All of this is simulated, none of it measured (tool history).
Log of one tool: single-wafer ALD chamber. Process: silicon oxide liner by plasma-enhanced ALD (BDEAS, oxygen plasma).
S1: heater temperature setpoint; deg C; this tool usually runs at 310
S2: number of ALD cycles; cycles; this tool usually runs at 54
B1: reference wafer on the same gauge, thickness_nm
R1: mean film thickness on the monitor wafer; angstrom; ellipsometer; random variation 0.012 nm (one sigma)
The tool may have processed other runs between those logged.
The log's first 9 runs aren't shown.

{"run": 10, "hour": 406.7, "S1": 313, "S2": 54, "B1": 4.287, "R1": 47.05}
{"run": 11, "hour": 470.1, "S1": 313, "S2": 54, "B1": 4.285, "R1": 46.95}
{"run": 12, "hour": 516.8, "S1": 313, "S2": 54, "B1": 4.282, "R1": 47}
{"run": 13, "hour": 546.3, "S1": 298, "S2": 54, "B1": 4.282, "R1": 48.27}
{"run": 14, "hour": 744.8, "S1": 310, "S2": 48, "B1": 4.273, "R1": 41.76}
{"run": 15, "hour": 814.9, "S1": 310, "S2": 48, "B1": 4.27, "R1": 41.7}
{"run": 16, "hour": 865.7, "S1": 310, "S2": 48, "B1": 4.265, "R1": 41.91}
{"run": 17, "hour": 902.0, "S1": 310, "S2": 54, "B1": 4.264, "R1": 47.09}
{"run": 18, "hour": 956.0, "S1": 310, "S2": 54, "B1": 4.262, "R1": 46.85}
{"run": 19, "hour": 1003.3, "S1": 310, "S2": 52, "B1": 4.26, "R1": 45.07}
{"run": 20, "hour": 1030.3, "S1": 315, "S2": 58, "B1": 4.259, "R1": 50.02}
{"run": 21, "hour": 1062.1, "S1": 301, "S2": 45, "B1": 4.257, "R1": 39.64}
{"run": 22, "hour": 1120.0, "S1": 299, "S2": 59, "B1": 4.254, "R1": 52.34}
{"run": 23, "hour": 1258.2, "S1": 310, "S2": 54, "B1": 4.247, "R1": 47.01}
{"run": 24, "hour": 1286.4, "S1": 318, "S2": 62, "B1": 4.247, "R1": 53.05}
{"hour": 1453.7, "done": "thermocouple changed; heater temperature recalibrated"}
{"run": 25, "hour": 1462.7, "S1": 302, "S2": 47, "B1": 4.237, "R1": 41.29}
{"run": 26, "hour": 1520.5, "S1": 298, "S2": 51, "B1": 4.238, "R1": 45.36}
{"run": 27, "hour": 1553.9, "S1": 310, "S2": 54, "B1": 4.235, "R1": 46.58}
{"hour": 1564.3, "done": "gauge calibrated"}
{"run": 28, "hour": 1591.7, "S1": 318, "S2": 50, "B1": 4.328, "R1": 43.56}

Run 29, settings as shown, results not yet in. Your forecast:
{"run": 29, "hour": 1635.2, "S1": 305, "S2": 51, "B1": "?", "R1": "?"}

B1: 4.327
R1: 45.43 angstrom
Without the tool's hidden state the same run would have given R1 45.58 angstrom.
